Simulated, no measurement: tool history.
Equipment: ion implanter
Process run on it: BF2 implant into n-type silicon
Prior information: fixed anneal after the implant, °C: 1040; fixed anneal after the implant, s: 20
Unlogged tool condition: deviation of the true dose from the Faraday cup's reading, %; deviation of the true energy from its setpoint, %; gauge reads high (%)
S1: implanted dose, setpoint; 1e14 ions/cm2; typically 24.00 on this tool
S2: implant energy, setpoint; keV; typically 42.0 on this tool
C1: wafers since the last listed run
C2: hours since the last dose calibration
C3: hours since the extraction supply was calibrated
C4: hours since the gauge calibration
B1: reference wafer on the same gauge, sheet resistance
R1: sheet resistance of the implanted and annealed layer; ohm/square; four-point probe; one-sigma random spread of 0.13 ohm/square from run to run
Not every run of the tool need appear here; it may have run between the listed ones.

Run 1, hour 0.0: usual settings; C1 0; C2 1655.3; C3 5583.6; C4 212.9; B1 89.13. Result: R1 85.71 ohm/square.
Run 2, hour 8.7: usual settings; C1 135; C2 1664.0; C3 5592.3; C4 221.6; B1 89.11. Result: R1 85.85 ohm/square.
At hour 20.1: gauge calibrated.
Run 3, hour 20.6: usual settings; C1 185; C2 1675.9; C3 5604.2; C4 0.5; B1 89.10. Result: R1 85.86 ohm/square.
Run 4, hour 35.1: usual settings; C1 225; C2 1690.4; C3 5618.7; C4 15.0; B1 89.07. Result: R1 85.82 ohm/square.
Run 5, hour 41.5: usual settings; C1 99; C2 1696.8; C3 5625.1; C4 21.4; B1 89.09. Result: R1 85.73 ohm/square.
Run 6, hour 48.0: usual settings but S2 33.0 keV; C1 101; C2 1703.3; C3 5631.6; C4 27.9; B1 89.13. Result: R1 95.64 ohm/square.
Run 7, hour 61.0: usual settings but S1 19.68 1e14 ions/cm2; C1 202; C2 1716.3; C3 5644.6; C4 40.9; B1 89.09. Result: R1 89.15 ohm/square.
Run 8, hour 73.5: usual settings but S1 27.67 1e14 ions/cm2; C1 194; C2 1728.8; C3 5657.1; C4 53.4; B1 89.16. Result: R1 84.38 ohm/square.
Run 9, hour 91.3: usual settings but S1 22.55 1e14 ions/cm2; C1 277; C2 1746.6; C3 5674.9; C4 71.2; B1 89.12. Result: R1 86.87 ohm/square.
Run 10, hour 108.8: usual settings but S1 22.55 1e14 ions/cm2; C1 272; C2 1764.1; C3 5692.4; C4 88.7; B1 89.10. Result: R1 86.74 ohm/square.
At hour 120.7: Faraday cup replaced and dose calibrated.
Run 11, hour 121.2: usual settings but S1 22.55 1e14 ions/cm2; C1 68; C2 0.5; C3 5704.8; C4 101.1; B1 89.03. Result: R1 86.53 ohm/square.
Run 12, hour 122.7: usual settings but S1 26.22 1e14 ions/cm2; C1 23; C2 2.0; C3 5706.3; C4 102.6; B1 89.07. Result: R1 85.05 ohm/square.
Run 13, hour 166.0: usual settings but S1 26.22 1e14 ions/cm2; C1 674; C2 45.3; C3 5749.6; C4 145.9; B1 89.07. Result: R1 84.63 ohm/square.
Run 14, hour 175.2: usual settings but S1 21.63 1e14 ions/cm2, S2 50.0 keV; C1 143; C2 54.5; C3 5758.8; C4 155.1; B1 89.15. Result: R1 81.05 ohm/square.
Run 15, hour 187.4: usual settings but S1 21.63 1e14 ions/cm2, S2 50.0 keV; C1 190; C2 66.7; C3 5771.0; C4 167.3; B1 89.10. Result: R1 81.11 ohm/square.
Run 16, hour 194.5: usual settings but S1 26.71 1e14 ions/cm2, S2 55.5 keV; C1 110; C2 73.8; C3 5778.1; C4 174.4; B1 89.10. Result: R1 73.23 ohm/square.
At hour 210.1: extraction supply calibrated.
Run 17, hour 210.6: usual settings but S1 28.60 1e14 ions/cm2, S2 55.0 keV; C1 126; C2 89.9; C3 0.5; C4 190.5; B1 89.05. Result: R1 72.90 ohm/square.
Run 18, hour 211.0: usual settings but S1 27.83 1e14 ions/cm2; C1 6; C2 90.3; C3 0.9; C4 190.9; B1 89.13. Result: R1 84.00 ohm/square.
Run 19, hour 258.3: usual settings but S1 30.63 1e14 ions/cm2; C1 736; C2 137.6; C3 48.2; C4 238.2; B1 89.08. Result: R1 83.24 ohm/square.
Run 20, hour 264.9: usual settings; C1 102; C2 144.2; C3 54.8; C4 244.8; B1 89.13. Result: R1 85.88 ohm/square.
Run 21, hour 277.7: usual settings; C1 199; C2 157.0; C3 67.6; C4 257.6; B1 89.11. Result: R1 85.65 ohm/square.
Run 22, hour 287.3: usual settings but S1 20.13 1e14 ions/cm2; C1 149; C2 166.6; C3 77.2; C4 267.2; B1 89.08. Result: R1 88.71 ohm/square.
At hour 288.2: gauge calibrated.
Run 23, hour 294.3: usual settings but S1 17.14 1e14 ions/cm2, S2 30.5 keV; C1 109; C2 173.6; C3 84.2; C4 6.1; B1 89.09. Result: R1 104.46 ohm/square.
Run 24, hour 302.6: usual settings but S2 45.5 keV; C1 129; C2 181.9; C3 92.5; C4 14.4; B1 89.12. Result: R1 82.81 ohm/square.
Run 25, hour 319.1: usual settings but S1 19.46 1e14 ions/cm2; C1 256; C2 198.4; C3 109.0; C4 30.9; B1 89.13. Result: R1 89.59 ohm/square.
Run 26, hour 327.6: usual settings but S1 27.99 1e14 ions/cm2, S2 50.5 keV; C1 132; C2 206.9; C3 117.5; C4 39.4; B1 89.09. Result: R1 76.52 ohm/square.
Run 27, hour 342.3: usual settings but S2 56.5 keV; C1 228; C2 221.6; C3 132.2; C4 54.1; B1 89.10. Result: R1 74.42 ohm/square.
Run 28, hour 349.6: usual settings but S1 18.70 1e14 ions/cm2, S2 49.0 keV; C1 113; C2 228.9; C3 139.5; C4 61.4; B1 89.10. Result: R1 85.12 ohm/square.
Run 29, hour 362.9: usual settings; C1 207; C2 242.2; C3 152.8; C4 74.7; B1 89.11. Result: R1 85.71 ohm/square.
Run 30, hour 372.3: usual settings but S1 20.13 1e14 ions/cm2; C1 146; C2 251.6; C3 162.2; C4 84.1; B1 89.10. Result: R1 88.80 ohm/square.
Run 31, hour 384.3: usual settings but S1 28.07 1e14 ions/cm2, S2 28.5 keV; C1 186; C2 263.6; C3 174.2; C4 96.1; B1 89.12. Result: R1 99.86 ohm/square.

5 ways to go on from here, each from the tool as it stands after run 31. What would each give?
Run A, hour 384.7: usual settings but S2 37.0 keV; C1 6; C2 264.0; C3 174.6; C4 96.5; B1 ?. Result: R1 ?.
Run B, hour 384.7: usual settings but S1 27.13 1e14 ions/cm2, S2 53.5 keV; C1 6; C2 264.0; C3 174.6; C4 96.5; B1 ?. Result: R1 ?.
Run C, hour 384.7: usual settings but S1 27.17 1e14 ions/cm2, S2 33.5 keV; C1 6; C2 264.0; C3 174.6; C4 96.5; B1 ?. Result: R1 ?.
Run D, hour 384.7: usual settings but S1 29.65 1e14 ions/cm2, S2 51.0 keV; C1 6; C2 264.0; C3 174.6; C4 96.5; B1 ?. Result: R1 ?.
Run E, hour 384.7: usual settings but S1 31.18 1e14 ions/cm2, S2 33.5 keV; C1 6; C2 264.0; C3 174.6; C4 96.5; B1 ?. Result: R1 ?.

run     B1     R1
  A  89.07  90.67
  B  89.07  74.38
  C  89.07  93.43
  D  89.07  75.26
  E  89.07  92.34
What these runs would have given with no unlogged condition in the tool:
run     R1
  A  90.67
  B  74.38
  C  93.43
  D  75.26
  E  92.34
